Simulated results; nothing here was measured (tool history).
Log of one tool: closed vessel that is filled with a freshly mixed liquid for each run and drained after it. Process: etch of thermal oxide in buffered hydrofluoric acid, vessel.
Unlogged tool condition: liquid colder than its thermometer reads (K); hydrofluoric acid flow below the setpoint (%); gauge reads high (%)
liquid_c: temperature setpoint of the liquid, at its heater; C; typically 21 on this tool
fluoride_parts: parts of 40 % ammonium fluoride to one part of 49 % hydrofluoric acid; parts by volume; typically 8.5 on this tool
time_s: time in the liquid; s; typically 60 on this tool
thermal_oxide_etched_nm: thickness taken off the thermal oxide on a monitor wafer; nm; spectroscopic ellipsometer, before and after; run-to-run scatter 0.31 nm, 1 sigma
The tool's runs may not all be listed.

run,hour,liquid_c,fluoride_parts,time_s,wafers since the last listed run,hours since the thermometer was replaced,hours since the hydrofluoric acid flow meter was replaced,hours since the gauge calibration,"read-back film thickness of the thermal oxide reference wafer, read on the same gauge (nm)",thermal_oxide_etched_nm
1,0,21,8.5,35,0,1181.4,889.2,2612.3,60.01,38.81
2,79.3,21,8.5,35,5099,1260.7,968.5,2691.6,60.04,38.36
3,176.3,21,8.5,60,6237,1357.7,1065.5,2788.6,59.99,65.55
4,246.2,21,8.5,60,4494,1427.6,1135.4,2858.5,59.99,65.39
5,341.2,21,8.5,60,6108,1522.6,1230.4,2953.5,60,65
6,377.6,21,8.5,60,2340,1559,1266.8,2989.9,59.99,65.42
7,456.1,21,8.5,60,5047,1637.5,1345.3,3068.4,59.99,64.72
# hour 482.5: hydrofluoric acid flow meter replaced
# hour 524.4: gauge calibrated
8,533.7,18.5,8.5,60,4925,1715.1,51.2,9.3,60,59.03
9,596.8,21,8.5,60,4057,1778.2,114.3,72.4,60.02,68.64
10,873.1,21,8.5,60,17766,2054.5,390.6,348.7,59.99,67.18
11,974.7,21,8.5,60,6532,2156.1,492.2,450.3,59.98,66.64
12,1027.2,21,8.5,60,3375,2208.6,544.7,502.8,60.03,66.21
13,1125,21,8.5,60,6288,2306.4,642.5,600.6,60,66.47
14,1227.9,17,8.5,60,6616,2409.3,745.4,703.5,59.98,52.52
15,1294.9,23.5,8.5,30,4308,2476.3,812.4,770.5,60,37.72
16,1349.6,23.5,8.5,40,3517,2531,867.1,825.2,59.98,50.36
17,1448.4,22.5,8.5,60,6352,2629.8,965.9,924,60,71.49
18,1517.1,21,7,60,4417,2698.5,1034.6,992.7,60.01,80.73
19,1817.7,21,7,60,19328,2999.1,1335.2,1293.3,60.02,78.69
# hour 1873.1: thermometer replaced
20,1902.7,21,8.5,60,5401,29.6,1420.2,1378.3,60.02,65.94
# hour 1936.4: hydrofluoric acid flow meter replaced
21,1963.7,24,5,60,3858,90.6,27.3,1439.3,60.01,135.65
22,2035.8,21,5.5,35,4636,162.7,99.4,1511.4,60,60.96
23,2081.5,25.5,11,80,2938,208.4,145.1,1557.1,59.99,94.99
24,2160.3,22.5,7.5,75,5066,287.2,223.9,1635.9,59.96,106.74
25,2263.6,21,8.5,60,6642,390.5,327.2,1739.2,60,68.37
26,2352,26,7.5,60,5684,478.9,415.6,1827.6,60.02,102.06
27,2417.9,17,9.5,50,4237,544.8,481.5,1893.5,60.02,41.4
28,2458.3,21,9.5,60,2597,585.2,521.9,1933.9,60.02,61.84
29,2565.7,17.5,11,85,6905,692.6,629.3,2041.3,59.99,62.88
30,2660.3,23.5,8.5,60,6082,787.2,723.9,2135.9,60.02,76.99
31,2757.4,21,8.5,60,6243,884.3,821,2233,60,66.88
32,2814.1,21,8.5,35,3645,941,877.7,2289.7,60.01,38.87
33,2898.1,21,8.5,60,5401,1025,961.7,2373.7,60.01,66.05

4 options for the next run, each taken on its own from the tool as it stands now. Forecast them:
A,2898.8,21,8.5,60,45,1025.7,962.4,2374.4,?,?
B,2898.8,25.5,5.5,80,45,1025.7,962.4,2374.4,?,?
C,2898.8,24.5,5.5,60,45,1025.7,962.4,2374.4,?,?
D,2898.8,17.5,10,60,45,1025.7,962.4,2374.4,?,?

run,"read-back film thickness of the thermal oxide reference wafer, read on the same gauge (nm)",thermal_oxide_etched_nm
A,60.03,66.17
B,60.03,172.73
C,60.03,122.72
D,60.03,47.96
Had the tool no hidden state, the same runs would have come out as:
run,thermal_oxide_etched_nm
A,69.56
B,180.06
C,127.94
D,50.24
